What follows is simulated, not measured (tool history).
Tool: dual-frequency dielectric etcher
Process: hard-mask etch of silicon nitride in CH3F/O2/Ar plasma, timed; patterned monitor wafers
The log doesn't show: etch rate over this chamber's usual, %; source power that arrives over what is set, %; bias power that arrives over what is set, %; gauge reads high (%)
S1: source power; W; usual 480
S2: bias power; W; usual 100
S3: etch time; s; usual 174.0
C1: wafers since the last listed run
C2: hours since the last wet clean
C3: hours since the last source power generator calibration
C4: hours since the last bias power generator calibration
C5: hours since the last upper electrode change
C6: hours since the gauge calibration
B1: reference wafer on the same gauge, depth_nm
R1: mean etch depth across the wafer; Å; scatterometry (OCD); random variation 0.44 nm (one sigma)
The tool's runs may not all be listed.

run	hour	S1	S2	S3	C1	C2	C3	C4	C5	C6	B1	R1
1	0.0	480	100	206.5	0	374.4	1578.6	2825.5	3128.8	1747.8	163.3	1690
2	102.6	480	100	206.5	1052	477.0	1681.2	2928.1	3231.4	1850.4	163.2	1688
# hour 124.8: gauge calibrated
# hour 141.1: source power generator calibrated
3	225.1	480	100	174.0	1215	599.5	84.0	3050.6	3353.9	100.3	163.1	1458
4	266.3	480	100	174.0	422	640.7	125.2	3091.8	3395.1	141.5	162.9	1456
# hour 307.3: wet clean of the chamber
5	320.0	480	105	174.0	304	12.7	178.9	3145.5	3448.8	195.2	163.2	1491
# hour 392.9: upper electrode replaced
6	419.3	480	105	174.0	772	112.0	278.2	3244.8	26.4	294.5	163.0	1485
7	519.3	480	100	174.0	1025	212.0	378.2	3344.8	126.4	394.5	163.1	1464
8	573.6	480	100	174.0	557	266.3	432.5	3399.1	180.7	448.8	162.9	1458
9	618.8	600	100	144.5	463	311.5	477.7	3444.3	225.9	494.0	163.1	1331
10	704.3	480	82	174.0	877	397.0	563.2	3529.8	311.4	579.5	163.0	1319
11	768.1	480	100	157.0	654	460.8	627.0	3593.6	375.2	643.3	163.0	1312
12	817.8	570	100	174.0	509	510.5	676.7	3643.3	424.9	693.0	163.0	1572
13	865.5	480	100	174.0	489	558.2	724.4	3691.0	472.6	740.7	163.1	1462
14	915.4	480	113	174.0	511	608.1	774.3	3740.9	522.5	790.6	163.1	1549
# hour 990.3: wet clean of the chamber
15	990.8	410	100	212.0	527	0.5	849.7	3816.3	597.9	866.0	162.8	1657
16	1024.2	480	100	174.0	342	33.9	883.1	3849.7	631.3	899.4	163.0	1452
17	1077.9	480	112	194.0	550	87.6	936.8	3903.4	685.0	953.1	163.0	1716
# hour 1105.4: bias power generator calibrated
18	1172.8	480	100	174.0	932	182.5	1031.7	67.4	779.9	1048.0	163.0	1425
19	1275.1	570	100	174.0	1049	284.8	1134.0	169.7	882.2	1150.3	162.9	1525
20	1358.6	600	100	174.0	856	368.3	1217.5	253.2	965.7	1233.8	162.9	1560
21	1457.1	480	100	174.0	1010	466.8	1316.0	351.7	1064.2	1332.3	162.9	1415
22	1520.2	480	100	213.5	647	529.9	1379.1	414.8	1127.3	1395.4	163.0	1731
# hour 1639.3: wet clean of the chamber
23	1820.5	590	91	138.0	2834	181.2	1679.4	715.1	1427.6	1695.7	162.9	1158
24	1884.1	560	88	223.0	652	244.8	1743.0	778.7	1491.2	1759.3	163.0	1802
# hour 1946.4: source power generator calibrated
25	1975.5	550	100	174.0	896	336.2	29.1	870.1	1582.6	1850.7	163.0	1521
26	2067.2	370	89	145.0	940	427.9	120.8	961.8	1674.3	1942.4	163.0	997
27	2149.0	480	85	193.5	839	509.7	202.6	1043.6	1756.1	2024.2	162.9	1464
28	2218.1	410	110	174.0	708	578.8	271.7	1112.7	1825.2	2093.3	163.2	1404

Forecast each of these 5 alternatives for the next run:
A	2218.6	480	89	174.0	5	579.3	272.2	1113.2	1825.7	2093.8	?	?
B	2218.6	380	84	195.0	5	579.3	272.2	1113.2	1825.7	2093.8	?	?
C	2218.6	480	123	174.0	5	579.3	272.2	1113.2	1825.7	2093.8	?	?
D	2218.6	550	80	174.0	5	579.3	272.2	1113.2	1825.7	2093.8	?	?
E	2218.6	480	79	174.0	5	579.3	272.2	1113.2	1825.7	2093.8	?	?

run	B1	R1
A	162.9	1347
B	162.9	1317
C	162.9	1577
D	162.9	1358
E	162.9	1269
Without the tool's hidden state the same runs would have given:
run	R1
A	1341
B	1311
C	1569
D	1352
E	1264
